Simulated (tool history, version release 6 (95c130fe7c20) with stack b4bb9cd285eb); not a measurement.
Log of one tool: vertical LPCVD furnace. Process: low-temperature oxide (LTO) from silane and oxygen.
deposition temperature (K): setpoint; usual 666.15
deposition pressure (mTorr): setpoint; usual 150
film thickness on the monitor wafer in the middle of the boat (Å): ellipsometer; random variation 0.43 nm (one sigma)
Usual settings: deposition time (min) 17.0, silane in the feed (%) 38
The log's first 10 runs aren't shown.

run    hour  deposition temperature (K)  deposition pressure (mTorr)  deposition time (min)  silane in the feed (%)  read-back reference wafer on the same gauge, thickness  film thickness on the monitor wafer in the middle of the boat (Å)
 11   813.5                      676.15                          150                   17.0                      38                                                   82.16                                                             1068.6
 12   913.1                      654.15                          135                   10.5                      35                                                   82.06                                                              414.1
 13  1004.4                      666.15                          150                   17.0                      38                                                   82.12                                                              959.0
     1093.3  -- thermocouples replaced and temperature profile calibrated
 14  1098.9                      666.15                          160                   19.5                      42                                                   82.05                                                             1326.4
 15  1155.4                      666.15                          150                   19.0                      38                                                   82.09                                                             1072.1
 16  1298.1                      655.15                          150                   21.0                      38                                                   82.07                                                             1032.8
 17  1378.7                      666.15                          170                   20.5                      38                                                   82.10                                                             1305.1
 18  1445.8                      666.15                          150                   17.0                      38                                                   82.13                                                              946.9
 19  1532.8                      666.15                          150                   11.0                      40                                                   82.13                                                              658.3
     1591.2  -- silane flow controller replaced
 20  1616.3                      666.15                          150                   17.0                      45                                                   82.15                                                             1164.1
     1651.4  -- pressure gauge zeroed
 21  1692.4                      666.15                          150                   17.0                      38                                                   82.05                                                              957.8
 22  1781.4                      666.15                          150                   17.0                      38                                                   82.20                                                              953.1
 23  1849.9                      657.15                          130                   17.0                      41                                                   82.12                                                              823.4
 24  1930.8                      666.15                          125                   17.0                      38                                                   82.06                                                              805.1
 25  2015.2                      666.15                          150                   17.0                      38                                                   82.11                                                              956.5
 26  2113.8                      654.15                          115                   17.0                      38                                                   82.12                                                              639.2
 27  2195.5                      657.15                          115                   17.0                      38                                                   82.11                                                              663.8
 28  2300.3                      666.15                          150                   17.0                      38                                                   82.08                                                              954.7
 29  2360.7                      666.15                          150                   17.0                      36                                                   82.12                                                              890.6
 30  2409.2                      666.15                          150                   17.0                      38                                                   82.10                                                              956.0

Forecast each of these 5 alternatives for the next run:
  A  2414.2                      666.15                          150                   17.0                      38                                                       ?                                                                  ?
  B  2414.2                      666.15                          150                   22.5                      33                                                       ?                                                                  ?
  C  2414.2                      666.15                          165                   22.0                      38                                                       ?                                                                  ?
  D  2414.2                      666.15                          180                   17.0                      34                                                       ?                                                                  ?
  E  2414.2                      670.15                          185                   11.5                      32                                                       ?                                                                  ?

run  read-back reference wafer on the same gauge, thickness  film thickness on the monitor wafer in the middle of the boat (Å)
  A                                                   82.16                                                              958.4
  B                                                   82.16                                                             1049.4
  C                                                   82.16                                                             1364.4
  D                                                   82.16                                                              991.9
  E                                                   82.16                                                              664.2
Without the tool's hidden state the same runs would have given:
run  film thickness on the monitor wafer in the middle of the boat (Å)
  A                                                              958.4
  B                                                             1049.4
  C                                                             1364.4
  D                                                              991.9
  E                                                              664.2
